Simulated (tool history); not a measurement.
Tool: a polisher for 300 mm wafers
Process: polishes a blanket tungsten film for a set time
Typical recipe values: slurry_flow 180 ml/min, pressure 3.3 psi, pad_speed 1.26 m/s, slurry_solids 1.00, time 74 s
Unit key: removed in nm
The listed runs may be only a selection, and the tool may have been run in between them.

run	hour	slurry_flow	pressure	pad_speed	slurry_solids	time	wafers since the last listed run	wafers polished on this pad	hours since the slurry nozzle was cleaned	hours since the head pressure was calibrated	hours since the slurry blender was calibrated	hours since the slurry got fresh peroxide	incoming thickness of the incoming film, nm	removed
1	0.0	180	3.3	1.26	1.00	74	0	756	144.3	517.6	75.9	0.5	1302.5	476.1
2	34.4	180	3.3	1.26	1.00	74	208	965	178.7	552.0	110.3	34.9	1307.2	472.0
3	59.7	180	3.3	1.26	0.75	74	153	1118	204.0	577.3	135.6	60.2	1322.1	436.7
4	73.5	240	4.0	1.26	0.85	74	83	1202	217.8	591.1	149.4	74.0	1307.8	539.2
# hour 85.7: worn pad replaced by a new one
5	102.9	145	3.3	1.26	1.00	93	153	104	247.2	620.5	178.8	103.4	1311.4	576.5
6	122.9	180	2.8	1.40	1.15	93	121	225	267.2	640.5	198.8	123.4	1313.2	595.2
7	140.2	220	4.0	1.26	1.00	74	104	330	284.5	657.8	216.1	140.7	1327.1	544.8
8	163.7	180	3.3	1.26	1.00	74	142	472	308.0	681.3	239.6	164.2	1309.5	468.1
9	195.7	200	2.9	1.62	1.00	58	193	666	340.0	713.3	271.6	196.2	1305.4	419.0
# hour 202.4: slurry blender recalibrated
10	218.3	180	3.3	1.26	1.00	74	124	791	362.6	735.9	15.9	218.8	1321.4	459.7
# hour 244.4: slurry tank refilled with fresh slurry and peroxide
11	250.4	180	2.7	1.26	0.80	74	188	980	394.7	768.0	48.0	6.0	1296.9	375.8
12	264.7	180	3.3	1.26	0.90	97	86	1066	409.0	782.3	62.3	20.3	1301.2	583.2
# hour 297.8: slurry nozzle cleaned
13	298.3	125	4.3	1.26	1.00	91	197	1264	0.5	815.9	95.9	53.9	1310.5	687.0
# hour 318.1: worn pad replaced by a new one
14	324.7	205	2.3	0.90	1.00	61	135	40	26.9	842.3	122.3	80.3	1296.4	241.5
# hour 335.2: head pressure recalibrated
15	352.2	180	3.3	1.58	1.00	74	154	194	54.4	17.0	149.8	107.8	1316.3	572.9
16	384.6	200	3.3	1.26	1.00	84	196	391	86.8	49.4	182.2	140.2	1307.1	548.2
17	399.2	180	3.3	1.10	1.00	53	88	479	101.4	64.0	196.8	154.8	1319.3	310.1
18	417.6	180	3.3	1.26	1.00	74	111	591	119.8	82.4	215.2	173.2	1312.2	473.8
19	450.4	180	3.3	1.26	1.00	98	198	790	152.6	115.2	248.0	206.0	1313.8	635.4
# hour 472.1: slurry blender recalibrated
20	472.6	180	3.3	0.84	1.00	74	122	912	174.8	137.4	0.5	228.2	1326.2	352.9
# hour 477.1: slurry tank refilled with fresh slurry and peroxide
21	533.4	180	3.0	0.84	1.00	74	362	1275	235.6	198.2	61.3	56.3	1307.7	324.9
22	566.6	180	3.3	1.26	1.00	74	201	1476	268.8	231.4	94.5	89.5	1310.0	470.0
23	584.9	220	3.3	1.26	1.00	74	110	1587	287.1	249.7	112.8	107.8	1315.9	477.0
# hour 597.1: worn pad replaced by a new one
24	605.2	180	3.3	1.58	0.80	74	98	49	307.4	270.0	133.1	128.1	1307.3	533.6
25	630.7	235	3.3	0.82	1.15	99	154	203	332.9	295.5	158.6	153.6	1303.3	486.6

Below are 5 alternative next runs, each starting from the tool's condition after run 25. Predict each:
A	631.2	180	3.3	1.26	1.00	50	3	206	333.4	296.0	159.1	154.1	1314.2	?
B	631.2	115	2.9	1.26	1.00	74	3	206	333.4	296.0	159.1	154.1	1314.2	?
C	631.2	180	2.2	1.26	0.80	74	3	206	333.4	296.0	159.1	154.1	1314.2	?
D	631.2	240	3.3	1.26	1.00	74	3	206	333.4	296.0	159.1	154.1	1314.2	?
E	631.2	230	3.7	1.26	1.20	58	3	206	333.4	296.0	159.1	154.1	1314.2	?

run	removed
A	315.2
B	395.8
C	336.3
D	484.7
E	430.3
What these runs would have given with no unlogged condition in the tool:
run	removed
A	324.2
B	411.7
C	345.9
D	495.6
E	440.4
